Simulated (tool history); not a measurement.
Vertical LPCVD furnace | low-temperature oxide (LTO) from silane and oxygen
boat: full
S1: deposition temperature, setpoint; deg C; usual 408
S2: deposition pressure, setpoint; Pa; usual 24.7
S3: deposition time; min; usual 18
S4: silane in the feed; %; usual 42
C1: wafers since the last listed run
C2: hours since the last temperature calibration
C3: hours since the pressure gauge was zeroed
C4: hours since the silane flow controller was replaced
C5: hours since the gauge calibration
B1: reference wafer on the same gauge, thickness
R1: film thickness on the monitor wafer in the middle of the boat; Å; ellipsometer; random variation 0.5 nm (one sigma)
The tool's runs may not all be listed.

run	hour	S1	S2	S3	S4	C1	C2	C3	C4	C5	B1	R1
1	0	408	23.3	18	42	0	492.8	3718.2	4793.6	1684.5	170.15	1377.4
2	99	408	23.3	18	42	1280	591.8	3817.2	4892.6	1783.5	169.68	1378.1
3	186.2	408	22	18	42	1128	679	3904.4	4979.8	1870.7	170	1303.9
4	262.2	408	22	18	42	983	755	3980.4	5055.8	1946.7	170.06	1297.9
5	331.6	408	24.7	18	42	897	824.4	4049.8	5125.2	2016.1	169.83	1468
6	436.9	408	24.7	18	42	1362	929.7	4155.1	5230.5	2121.4	170.02	1452.6
7	525.5	411	24.7	14	42	1146	1018.3	4243.7	5319.1	2210	169.9	1174.6
8	563.5	408	24.7	18	42	491	1056.3	4281.7	5357.1	2248	169.84	1468.1
# hour 658.5: silane flow controller replaced
# hour 662.9: pressure gauge zeroed
9	668.4	408	24.7	18	42	989	1161.2	5.5	9.9	2352.9	170.1	1353
10	751.4	408	24.7	18	42	1073	1244.2	88.5	92.9	2435.9	170	1357
11	925.7	408	20.7	18	42	2254	1418.5	262.8	267.2	2610.2	170.26	1132.6
12	973.6	408	20.7	18	42	619	1466.4	310.7	315.1	2658.1	170.05	1132.6
13	1079.7	408	24.7	18	42	1372	1572.5	416.8	421.2	2764.2	169.97	1363.1
14	1159.8	412	24.7	18	42	1036	1652.6	496.9	501.3	2844.3	170.26	1412.7
15	1254.1	408	24.7	18	42	1219	1746.9	591.2	595.6	2938.6	170.04	1362.6
# hour 1283.1: silane flow controller replaced, repeated, since the last time left the tool worse
16	1314.2	408	24.7	23.5	37	467	1807	651.3	31.1	2998.7	169.95	1605.3
17	1350.8	412	24.7	18	42	473	1843.6	687.9	67.7	3035.3	169.82	1480.6
18	1402.5	408	24.7	18	42	668	1895.3	739.6	119.4	3087	170.1	1424.6
19	1454.4	418	24.7	18	42	671	1947.2	791.5	171.3	3138.9	170.06	1577.6
# hour 1544.5: thermocouples replaced and temperature profile calibrated
20	1545	398	24.7	18	39	861	0.5	882.1	261.9	3229.5	169.87	1176.4
21	1571.1	408	24.7	18	42	337	26.6	908.2	288	3255.6	170.05	1430.6
22	1662.5	408	24.7	18	42	1182	118	999.6	379.4	3347	170.19	1423.7
23	1764.6	408	19.3	21.5	47	1320	220.1	1101.7	481.5	3449.1	170.22	1496.9
24	1853.7	408	24.7	12.5	42	1152	309.2	1190.8	570.6	3538.2	170.26	995.7
# hour 1856.5: gauge calibrated
25	1942.6	408	24.7	18	42	1150	398.1	1279.7	659.5	86.1	170.16	1433.5
26	1996.8	408	28.7	24.5	48	701	452.3	1333.9	713.7	140.3	170.13	2574
27	2075.5	408	24.7	18	42	1018	531	1412.6	792.4	219	169.85	1431.1
28	2233.2	419	27.3	13.5	34	2040	688.7	1570.3	950.1	376.7	170.11	1037.9
29	2378.2	400	19.3	23.5	39	1875	833.7	1715.3	1095.1	521.7	170.15	1246.2
30	2435.9	408	24.7	20.5	42	746	891.4	1773	1152.8	579.4	170.06	1636.5
31	2510	411	28.7	23.5	35	958	965.5	1847.1	1226.9	653.5	170.14	1813.2

Forecast each of these 4 alternatives for the next run:
A	2513.7	408	24.7	18	34	47	969.2	1850.8	1230.6	657.2	?	?
B	2513.7	408	24.7	18	37	47	969.2	1850.8	1230.6	657.2	?	?
C	2513.7	398	22	15	42	47	969.2	1850.8	1230.6	657.2	?	?
D	2513.7	408	26.7	18	37	47	969.2	1850.8	1230.6	657.2	?	?

run	B1	R1
A	169.87	1112
B	169.87	1239.9
C	169.87	960.3
D	169.87	1340.5
Without the tool's hidden state the same runs would have given:
run	R1
A	1103.7
B	1231.7
C	954.9
D	1331.6
